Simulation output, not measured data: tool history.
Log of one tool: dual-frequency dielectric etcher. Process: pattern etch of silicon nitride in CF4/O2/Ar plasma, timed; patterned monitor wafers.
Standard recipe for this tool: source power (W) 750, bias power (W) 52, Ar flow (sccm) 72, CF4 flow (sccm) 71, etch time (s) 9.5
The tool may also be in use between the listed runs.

run   hour  source power (W)  bias power (W)  Ar flow (sccm)  CF4 flow (sccm)  etch time (s)  wafers since the last listed run  hours since the last wet clean  hours since the last source power generator calibration  hours since the last bias power generator calibration  hours since the last Ar flow controller change  hours since the last CF4 flow controller change  hours since the last upper electrode change  hours since the gauge calibration  read-back reference wafer on the same gauge, depth_nm  mean etch depth across the wafer (angstrom)
  1    0.0               750              52              72               71            9.5                                 0                             0.8                                                   2105.7                                                   70.2                                          2985.6                                             71.3                                       2342.5                              373.3                                                  22.93                                        262.6
       8.4  -- source power generator calibrated
  2   45.4               820              52              59               62            9.5                               477                            46.2                                                     37.0                                                  115.6                                          3031.0                                            116.7                                       2387.9                              418.7                                                  22.92                                        288.7
  3   55.5               860              52              72               71            9.5                               116                            56.3                                                     47.1                                                  125.7                                          3041.1                                            126.8                                       2398.0                              428.8                                                  22.89                                        302.6
  4   65.0               750              52              72               79           11.5                               109                            65.8                                                     56.6                                                  135.2                                          3050.6                                            136.3                                       2407.5                              438.3                                                  22.88                                        320.3
      72.6  -- gauge calibrated
  5   75.1               750              52              72               85           11.0                               116                            75.9                                                     66.7                                                  145.3                                          3060.7                                            146.4                                       2417.6                                2.5                                                  22.91                                        303.6
  6   89.4               630              42              72               84            9.5                               164                            90.2                                                     81.0                                                  159.6                                          3075.0                                            160.7                                       2431.9                               16.8                                                  22.92                                        205.5
  7   96.8               750              52              72               71            9.5                                85                            97.6                                                     88.4                                                  167.0                                          3082.4                                            168.1                                       2439.3                               24.2                                                  22.90                                        258.5
  8  114.1               750              40              72               71            9.5                               199                           114.9                                                    105.7                                                  184.3                                          3099.7                                            185.4                                       2456.6                               41.5                                                  22.88                                        239.4
     149.4  -- upper electrode replaced
  9  149.9               580              52              72               71            9.5                               136                           150.7                                                    141.5                                                  220.1                                          3135.5                                            221.2                                          0.5                               77.3                                                  22.95                                        195.7
 10  150.2               750              65              72               71            7.0                                 3                           151.0                                                    141.8                                                  220.4                                          3135.8                                            221.5                                          0.8                               77.6                                                  22.90                                        206.6
 11  151.2               750              41              72               71            9.5                                11                           152.0                                                    142.8                                                  221.4                                          3136.8                                            222.5                                          1.8                               78.6                                                  22.90                                        240.2
     165.5  -- Ar flow controller replaced
 12  168.6               750              52              72               71            9.5                               131                           169.4                                                    160.2                                                  238.8                                             3.1                                            239.9                                         19.2                               96.0                                                  22.94                                        256.6
 13  192.0               570              62              72               71            9.5                               269                           192.8                                                    183.6                                                  262.2                                            26.5                                            263.3                                         42.6                              119.4                                                  22.94                                        202.8
 14  198.3               660              60              72               56            6.5                                72                           199.1                                                    189.9                                                  268.5                                            32.8                                            269.6                                         48.9                              125.7                                                  22.92                                        156.0
 15  214.3               880              52              72               71            9.5                               184                           215.1                                                    205.9                                                  284.5                                            48.8                                            285.6                                         64.9                              141.7                                                  22.94                                        303.5
 16  226.4               750              52              72               62            8.5                               139                           227.2                                                    218.0                                                  296.6                                            60.9                                            297.7                                         77.0                              153.8                                                  22.94                                        223.8
 17  235.4               750              48              72               71           11.5                               103                           236.2                                                    227.0                                                  305.6                                            69.9                                            306.7                                         86.0                              162.8                                                  22.93                                        301.6
 18  252.6               600              57              72               62            8.5                               198                           253.4                                                    244.2                                                  322.8                                            87.1                                            323.9                                        103.2                              180.0                                                  22.90                                        184.6
 19  268.1               750              40              72               71            9.5                               178                           268.9                                                    259.7                                                  338.3                                           102.6                                            339.4                                        118.7                              195.5                                                  22.91                                        234.8
 20  283.9               750              52              72               76            9.5                               182                           284.7                                                    275.5                                                  354.1                                           118.4                                            355.2                                        134.5                              211.3                                                  22.86                                        257.6
 21  300.2               750              52              72               86            9.5                               188                           301.0                                                    291.8                                                  370.4                                           134.7                                            371.5                                        150.8                              227.6                                                  22.86                                        258.8
 22  307.3               750              52              81               77            8.0                                81                           308.1                                                    298.9                                                  377.5                                           141.8                                            378.6                                        157.9                              234.7                                                  22.88                                        212.9

How the hidden state differs across the entries between the runs, from the last listed run before each to the first after it:
From run 1 to run 2: source power generator calibrated (hour 8.4)
  etch rate over this chamber's usual, %: -0.544 -> -0.99
  measured result minus the result with no hidden state, mean etch depth across the wafer (angstrom): -1.4 -> -2.8
From run 4 to run 5: gauge calibrated (hour 72.6)
  etch rate over this chamber's usual, %: -1.18 -> -1.28
  measured result minus the result with no hidden state, mean etch depth across the wafer (angstrom): -3.8 -> -4.0
From run 8 to run 9: upper electrode replaced (hour 149.4)
  etch rate over this chamber's usual, %: -1.66 -> -2.02
  measured result minus the result with no hidden state, mean etch depth across the wafer (angstrom): -4.0 -> -4.0
From run 11 to run 12: Ar flow controller replaced (hour 165.5)
  etch rate over this chamber's usual, %: -2.03 -> -2.2
  measured result minus the result with no hidden state, mean etch depth across the wafer (angstrom): -5.0 -> -5.8

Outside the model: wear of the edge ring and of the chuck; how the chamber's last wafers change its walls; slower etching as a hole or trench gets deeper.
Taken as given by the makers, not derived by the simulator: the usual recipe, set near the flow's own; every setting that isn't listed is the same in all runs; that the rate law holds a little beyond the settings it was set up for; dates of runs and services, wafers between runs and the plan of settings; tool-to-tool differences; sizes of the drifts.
